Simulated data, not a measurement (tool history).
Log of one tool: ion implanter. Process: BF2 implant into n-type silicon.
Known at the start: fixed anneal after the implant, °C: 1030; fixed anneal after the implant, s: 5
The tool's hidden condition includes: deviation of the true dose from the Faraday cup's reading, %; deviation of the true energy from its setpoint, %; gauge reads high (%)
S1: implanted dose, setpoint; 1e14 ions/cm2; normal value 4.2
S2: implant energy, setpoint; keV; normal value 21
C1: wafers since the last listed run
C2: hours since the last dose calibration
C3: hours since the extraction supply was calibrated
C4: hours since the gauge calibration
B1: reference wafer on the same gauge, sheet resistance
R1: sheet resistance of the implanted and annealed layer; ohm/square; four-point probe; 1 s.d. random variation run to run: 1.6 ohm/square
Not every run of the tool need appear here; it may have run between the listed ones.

run 1 hour=0 | S1=4.87 S2=21 | C1=0 C2=1640.2 C3=2770.4 C4=2263.1 | B1=332.27 | R1=243.91
run 2 hour=39.2 | S1=4.87 S2=21 | C1=1412 C2=1679.4 C3=2809.6 C4=2302.3 | B1=331.56 | R1=242.19
run 3 hour=92.9 | S1=4.87 S2=21 | C1=1934 C2=1733.1 C3=2863.3 C4=2356 | B1=331.7 | R1=243.21
run 4 hour=118.1 | S1=4.71 S2=21 | C1=907 C2=1758.3 C3=2888.5 C4=2381.2 | B1=332.81 | R1=249.92
run 5 hour=156.3 | S1=4.71 S2=21 | C1=1376 C2=1796.5 C3=2926.7 C4=2419.4 | B1=332.05 | R1=246.51
-- hour=156.9 gauge calibrated
run 6 hour=203.6 | S1=4.71 S2=21 | C1=1704 C2=1843.8 C3=2974 C4=46.7 | B1=332.03 | R1=248.41
run 7 hour=244.3 | S1=4.2 S2=24.5 | C1=1466 C2=1884.5 C3=3014.7 C4=87.4 | B1=331.94 | R1=259.31
run 8 hour=301.9 | S1=4.59 S2=21 | C1=2075 C2=1942.1 C3=3072.3 C4=145 | B1=332.25 | R1=252.95
run 9 hour=362.5 | S1=4.59 S2=21 | C1=2183 C2=2002.7 C3=3132.9 C4=205.6 | B1=331.58 | R1=255.12
run 10 hour=425.5 | S1=4.59 S2=21 | C1=2269 C2=2065.7 C3=3195.9 C4=268.6 | B1=332.22 | R1=252.52
-- hour=437.7 Faraday cup replaced and dose calibrated
run 11 hour=451.6 | S1=4.2 S2=21 | C1=652 C2=13.9 C3=3222 C4=294.7 | B1=332.08 | R1=279.96
run 12 hour=498.1 | S1=4.2 S2=21 | C1=1675 C2=60.4 C3=3268.5 C4=341.2 | B1=332.06 | R1=278.39
run 13 hour=655.1 | S1=4.2 S2=21 | C1=5656 C2=217.4 C3=3425.5 C4=498.2 | B1=331.38 | R1=278.18
run 14 hour=683.5 | S1=4.71 S2=21 | C1=1023 C2=245.8 C3=3453.9 C4=526.6 | B1=331.95 | R1=256.66
run 15 hour=748.8 | S1=3.47 S2=21 | C1=2352 C2=311.1 C3=3519.2 C4=591.9 | B1=331.96 | R1=323.46
run 16 hour=793.1 | S1=3.06 S2=15 | C1=1596 C2=355.4 C3=3563.5 C4=636.2 | B1=332.28 | R1=375
run 17 hour=861.5 | S1=3.34 S2=24.5 | C1=2464 C2=423.8 C3=3631.9 C4=704.6 | B1=331.85 | R1=328.96
run 18 hour=905.1 | S1=4.88 S2=28 | C1=1570 C2=467.4 C3=3675.5 C4=748.2 | B1=331.69 | R1=233.58
run 19 hour=931.7 | S1=3.6 S2=17.5 | C1=958 C2=494 C3=3702.1 C4=774.8 | B1=331.64 | R1=318.33
run 20 hour=973.2 | S1=4.64 S2=17 | C1=1495 C2=535.5 C3=3743.6 C4=816.3 | B1=331.78 | R1=271.44
-- hour=1022 extraction supply calibrated
run 21 hour=1022.5 | S1=3.85 S2=28 | C1=1487 C2=584.8 C3=0.5 C4=865.6 | B1=331.96 | R1=284.22
run 22 hour=1084.4 | S1=5.12 S2=17 | C1=2230 C2=646.7 C3=62.4 C4=927.5 | B1=332.44 | R1=257.1
run 23 hour=1149.5 | S1=4.2 S2=17 | C1=2345 C2=711.8 C3=127.5 C4=992.6 | B1=331.92 | R1=285.99
run 24 hour=1187.7 | S1=3 S2=21 | C1=1376 C2=750 C3=165.7 C4=1030.8 | B1=331.94 | R1=361.99
run 25 hour=1224.7 | S1=4.76 S2=15.5 | C1=1333 C2=787 C3=202.7 C4=1067.8 | B1=332.38 | R1=272.5
run 26 hour=1272.6 | S1=4.83 S2=18.5 | C1=1725 C2=834.9 C3=250.6 C4=1115.7 | B1=332.22 | R1=255.25
run 27 hour=1308.6 | S1=5.09 S2=26 | C1=1296 C2=870.9 C3=286.6 C4=1151.7 | B1=331.63 | R1=226.7
run 28 hour=1337 | S1=4.2 S2=21 | C1=1023 C2=899.3 C3=315 C4=1180.1 | B1=331.84 | R1=274.56
run 29 hour=1368 | S1=4.2 S2=14 | C1=1116 C2=930.3 C3=346 C4=1211.1 | B1=331.2 | R1=301.77
run 30 hour=1413 | S1=3.29 S2=18 | C1=1621 C2=975.3 C3=391 C4=1256.1 | B1=332.34 | R1=338.11
run 31 hour=1439.6 | S1=3.56 S2=14 | C1=958 C2=1001.9 C3=417.6 C4=1282.7 | B1=332.08 | R1=335.87
run 32 hour=1467.4 | S1=3.22 S2=23 | C1=1001 C2=1029.7 C3=445.4 C4=1310.5 | B1=331.72 | R1=334.57

Run 33 comes next. What will it give?
run 33 hour=1518.7 | S1=4.2 S2=21 | C1=1848 C2=1081 C3=496.7 C4=1361.8 | B1=? | R1=?

For run 33 the tool returned B1 332.69, R1 277.49 ohm/square.
If the tool had no hidden condition, the same run with the same run-to-run variation would have returned R1 282.96 ohm/square.
